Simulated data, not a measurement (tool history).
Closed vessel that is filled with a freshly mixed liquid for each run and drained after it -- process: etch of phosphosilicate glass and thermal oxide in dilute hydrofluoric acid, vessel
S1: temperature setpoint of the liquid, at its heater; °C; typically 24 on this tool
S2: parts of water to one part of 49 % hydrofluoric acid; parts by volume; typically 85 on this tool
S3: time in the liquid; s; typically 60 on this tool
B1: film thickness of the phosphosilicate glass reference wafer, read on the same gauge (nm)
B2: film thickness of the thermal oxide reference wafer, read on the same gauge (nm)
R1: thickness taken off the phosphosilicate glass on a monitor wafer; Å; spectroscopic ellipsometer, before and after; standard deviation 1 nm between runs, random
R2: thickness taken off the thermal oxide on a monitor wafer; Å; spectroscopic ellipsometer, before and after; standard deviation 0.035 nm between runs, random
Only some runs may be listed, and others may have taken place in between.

| run | hour | S1 | S2 | S3 | B1 | B2 | R1 | R2 |
|---|---|---|---|---|---|---|---|---|
| 1 | 0 | 24 | 110 | 50 | 135.16 | 41.604 | 962.7 | 20.9 |
| 2 | 97.5 | 24 | 110 | 50 | 135.6 | 41.757 | 952.1 | 20.92 |
| 3 | 165.7 | 24 | 85 | 60 | 135.86 | 41.796 | 1526 | 33.78 |
| 4 | 272.6 | 24 | 85 | 60 | 136.15 | 41.909 | 1547.7 | 33.99 |
| 5 | 369.7 | 26 | 85 | 35 | 136.43 | 41.982 | 970.3 | 21.39 |
| 6 | 413.8 | 26 | 85 | 35 | 136.47 | 42.007 | 976.7 | 21.26 |
| 7 | 496.4 | 26 | 85 | 35 | 136.63 | 42.051 | 966.1 | 21.35 |
|  | 502.6 | thermometer replaced |
| 8 | 585.8 | 24 | 85 | 45 | 136.76 | 42.083 | 1155.2 | 25.62 |
| 9 | 690.2 | 24 | 85 | 45 | 136.9 | 42.085 | 1151.4 | 25.89 |
|  | 696.6 | gauge calibrated |
| 10 | 741.9 | 24 | 85 | 45 | 129.3 | 39.823 | 1096.7 | 24.31 |
| 11 | 843.9 | 24 | 85 | 60 | 130.64 | 40.19 | 1454.9 | 32.73 |
| 12 | 890.1 | 25.5 | 85 | 30 | 131.18 | 40.333 | 781.6 | 17.67 |
| 13 | 1054.7 | 28.5 | 85 | 35 | 132.61 | 40.781 | 1034.3 | 23.07 |
| 14 | 1097.7 | 20.5 | 115 | 90 | 132.93 | 40.9 | 1408.1 | 30.7 |
|  | 1099.8 | thermometer replaced |
| 15 | 1139.5 | 19.5 | 50 | 60 | 133.16 | 40.968 | 2205.9 | 48.9 |
|  | 1154.1 | hydrofluoric acid flow meter replaced |
| 16 | 1204.6 | 24 | 85 | 60 | 133.56 | 41.067 | 1495.5 | 33.4 |
| 17 | 1316.4 | 19.5 | 115 | 40 | 134.06 | 41.214 | 596.1 | 13.37 |
| 18 | 1381.9 | 22.5 | 105 | 60 | 134.32 | 41.337 | 1125.5 | 24.91 |
| 19 | 1479.4 | 19 | 115 | 40 | 134.64 | 41.382 | 591.8 | 13.11 |
| 20 | 1620.1 | 28.5 | 105 | 50 | 134.95 | 41.526 | 1191 | 26.24 |
| 21 | 1695.3 | 24 | 85 | 60 | 135.11 | 41.55 | 1532.4 | 33.7 |
| 22 | 1754 | 24 | 45 | 60 | 135.2 | 41.59 | 3066.3 | 66.16 |

Below, some changes in R1 between adjacent runs. For each, the amount present without the hidden state too (settings, incoming material, random variation) and the amount remaining for the hidden state with gauge scatter not shared by both compared results:
Hidden state present: liquid hotter than its thermometer reads (K); hydrofluoric acid flow above the setpoint (%); gauge reads high (%).
Run 9 -> 10: gauge calibrated. R1 -54.7 Å: hidden state -63.8, all else +9.1.
Run 16 -> 17: S1 24 -> 19.5, S2 85 -> 115, S3 60 -> 40. R1 -899.4 Å: hidden state -21.7, all else -877.7.
Run 21 -> 22: S2 85 -> 45. R1 +1533.9 Å: hidden state +59.8, all else +1474.1.

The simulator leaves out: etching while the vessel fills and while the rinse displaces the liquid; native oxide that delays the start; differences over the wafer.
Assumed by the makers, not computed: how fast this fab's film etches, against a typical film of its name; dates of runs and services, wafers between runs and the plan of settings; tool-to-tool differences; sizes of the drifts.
